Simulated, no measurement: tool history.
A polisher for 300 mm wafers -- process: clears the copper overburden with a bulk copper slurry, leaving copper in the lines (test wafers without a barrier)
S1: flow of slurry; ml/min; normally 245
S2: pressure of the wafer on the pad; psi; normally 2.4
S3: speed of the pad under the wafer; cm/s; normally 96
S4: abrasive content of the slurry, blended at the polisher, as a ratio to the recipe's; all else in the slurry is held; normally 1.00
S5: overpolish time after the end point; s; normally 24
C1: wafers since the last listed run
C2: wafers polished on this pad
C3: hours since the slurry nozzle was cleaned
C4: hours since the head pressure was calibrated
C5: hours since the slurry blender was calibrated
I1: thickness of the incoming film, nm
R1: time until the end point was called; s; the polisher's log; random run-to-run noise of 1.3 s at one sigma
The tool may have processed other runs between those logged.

run	hour	S1	S2	S3	S4	S5	C1	C2	C3	C4	C5	I1	R1
1	0.0	245	2.4	96	1.00	24	0	653	20.8	877.4	175.0	612.3	84.6
# hour 13.4: head pressure recalibrated
# hour 14.6: worn pad replaced by a new one
2	26.1	245	2.4	96	1.00	24	154	77	46.9	12.7	201.1	617.5	88.3
3	38.1	245	2.4	96	1.00	24	81	158	58.9	24.7	213.1	616.6	87.4
4	52.8	245	2.4	96	1.00	24	99	258	73.6	39.4	227.8	625.2	90.6
5	62.6	245	2.4	96	1.00	24	66	324	83.4	49.2	237.6	620.5	92.8
6	77.1	190	2.4	76	1.00	24	97	422	97.9	63.7	252.1	625.1	120.5
7	84.4	245	2.4	96	1.00	24	49	471	105.2	71.0	259.4	620.7	91.2
8	92.0	245	1.8	96	0.85	24	51	522	112.8	78.6	267.0	630.0	126.9
9	100.1	220	2.4	96	1.00	24	54	577	120.9	86.7	275.1	619.2	93.0
# hour 116.3: slurry blender recalibrated
10	116.8	295	2.4	96	1.00	24	99	676	137.6	103.4	0.5	629.7	86.5
# hour 121.1: worn pad replaced by a new one
11	129.3	320	2.4	96	1.00	12	57	55	150.1	115.9	13.0	631.5	91.1
12	144.2	215	2.4	96	1.30	24	100	156	165.0	130.8	27.9	623.1	91.1
13	151.8	245	3.0	96	1.00	24	51	207	172.6	138.4	35.5	606.4	71.4
14	161.8	185	2.1	96	1.10	32	67	274	182.6	148.4	45.5	610.8	111.4
15	178.0	245	2.4	96	0.80	24	109	384	198.8	164.6	61.7	615.5	94.6
16	185.8	245	2.4	96	1.00	24	52	436	206.6	172.4	69.5	621.3	91.6
17	193.5	180	2.4	96	1.00	24	51	488	214.3	180.1	77.2	617.9	99.9
18	209.5	245	2.0	96	1.00	34	108	596	230.3	196.1	93.2	617.5	113.9
19	225.3	210	2.4	106	1.00	28	106	703	246.1	211.9	109.0	617.8	88.5
# hour 231.6: worn pad replaced by a new one
20	241.8	285	2.4	116	1.10	34	84	68	262.6	228.4	125.5	616.9	74.8
21	256.2	210	2.4	96	1.00	36	97	165	277.0	242.8	139.9	612.1	96.7
# hour 265.2: slurry nozzle cleaned
22	269.5	245	2.4	96	1.00	24	83	248	4.3	256.1	153.2	623.9	85.9
23	286.0	245	2.4	96	1.00	17	111	360	20.8	272.6	169.7	618.3	86.0
24	301.7	245	1.6	96	1.00	29	105	466	36.5	288.3	185.4	625.2	132.9
25	313.8	225	1.9	80	1.00	24	81	548	48.6	300.4	197.5	623.8	134.3
26	321.5	245	3.0	96	1.00	28	51	599	56.3	308.1	205.2	610.3	69.5
# hour 328.4: worn pad replaced by a new one
27	333.4	165	3.2	96	1.00	24	53	33	68.2	320.0	217.1	634.2	75.2
28	347.0	245	2.4	96	1.00	24	91	125	81.8	333.6	230.7	617.4	90.8
29	360.3	180	2.4	96	1.00	24	89	215	95.1	346.9	244.0	627.7	97.1

Here are 4 independent what-if runs from the current tool condition. What would each one return?
A	360.8	245	2.4	96	1.00	24	3	218	95.6	347.4	244.5	616.9	?
B	360.8	245	2.4	116	1.00	24	3	218	95.6	347.4	244.5	616.9	?
C	360.8	245	2.4	128	1.00	14	3	218	95.6	347.4	244.5	616.9	?
D	360.8	170	2.4	80	0.90	35	3	218	95.6	347.4	244.5	616.9	?

run	R1
A	92.6
B	77.2
C	70.1
D	121.7
The same runs, with their run-to-run variation unchanged, on a tool lacking any hidden condition would have given:
run	R1
A	87.0
B	72.5
C	65.9
D	111.2

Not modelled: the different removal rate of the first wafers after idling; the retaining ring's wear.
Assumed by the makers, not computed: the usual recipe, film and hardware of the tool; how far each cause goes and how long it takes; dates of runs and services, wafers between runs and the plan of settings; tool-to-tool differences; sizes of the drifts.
